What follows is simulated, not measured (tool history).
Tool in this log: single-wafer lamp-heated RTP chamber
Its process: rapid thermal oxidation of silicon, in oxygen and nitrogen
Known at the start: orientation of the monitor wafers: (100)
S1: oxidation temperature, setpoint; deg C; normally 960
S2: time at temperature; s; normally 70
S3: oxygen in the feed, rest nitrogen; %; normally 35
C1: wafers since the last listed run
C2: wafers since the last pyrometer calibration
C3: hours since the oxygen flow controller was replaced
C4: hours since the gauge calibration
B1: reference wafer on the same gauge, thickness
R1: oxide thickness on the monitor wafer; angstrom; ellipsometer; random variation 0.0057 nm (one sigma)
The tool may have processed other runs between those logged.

run 1 hour=0 | S1=960 S2=97 S3=35 | C1=0 C2=4442 C3=1975.8 C4=97.5 | B1=3.061 | R1=43.9
run 2 hour=44.1 | S1=960 S2=97 S3=35 | C1=395 C2=4838 C3=2019.9 C4=141.6 | B1=3.061 | R1=43.82
run 3 hour=91.3 | S1=960 S2=70 S3=35 | C1=423 C2=5261 C3=2067.1 C4=188.8 | B1=3.06 | R1=38.81
run 4 hour=127.8 | S1=960 S2=70 S3=35 | C1=327 C2=5589 C3=2103.6 C4=225.3 | B1=3.06 | R1=38.85
run 5 hour=213.9 | S1=960 S2=70 S3=35 | C1=772 C2=6362 C3=2189.7 C4=311.4 | B1=3.06 | R1=38.92
-- hour=273.1 pyrometer window cleaned and pyrometer calibrated
run 6 hour=273.6 | S1=960 S2=70 S3=35 | C1=464 C2=4 C3=2249.4 C4=371.1 | B1=3.06 | R1=38.51
run 7 hour=336.3 | S1=960 S2=70 S3=35 | C1=562 C2=566 C3=2312.1 C4=433.8 | B1=3.059 | R1=38.59
run 8 hour=412.7 | S1=970 S2=70 S3=47 | C1=685 C2=1252 C3=2388.5 C4=510.2 | B1=3.061 | R1=44.66
run 9 hour=453.9 | S1=970 S2=70 S3=47 | C1=369 C2=1622 C3=2429.7 C4=551.4 | B1=3.06 | R1=44.78
run 10 hour=539.1 | S1=970 S2=70 S3=47 | C1=764 C2=2387 C3=2514.9 C4=636.6 | B1=3.061 | R1=44.91
run 11 hour=587.3 | S1=960 S2=70 S3=35 | C1=432 C2=2819 C3=2563.1 C4=684.8 | B1=3.061 | R1=38.83
-- hour=595.6 oxygen flow controller replaced
run 12 hour=666 | S1=988 S2=70 S3=26 | C1=634 C2=3454 C3=70.4 C4=763.5 | B1=3.06 | R1=42.1
run 13 hour=736.1 | S1=940 S2=91 S3=17 | C1=629 C2=4083 C3=140.5 C4=833.6 | B1=3.061 | R1=32.41
-- hour=869.8 gauge calibrated
-- hour=933.1 pyrometer window cleaned and pyrometer calibrated
run 14 hour=1046.8 | S1=982 S2=70 S3=23 | C1=2717 C2=1020 C3=451.2 C4=177 | B1=3.06 | R1=39.05

Run 15 is up next; what results do you expect?
run 15 hour=1134.6 | S1=947 S2=70 S3=25 | C1=788 C2=1808 C3=539 C4=264.8 | B1=? | R1=?

{"run 15": {"B1": 3.06, "R1": 33.24}}
If the tool had no hidden condition, the same run with the same run-to-run variation would have returned R1 32.93 angstrom.
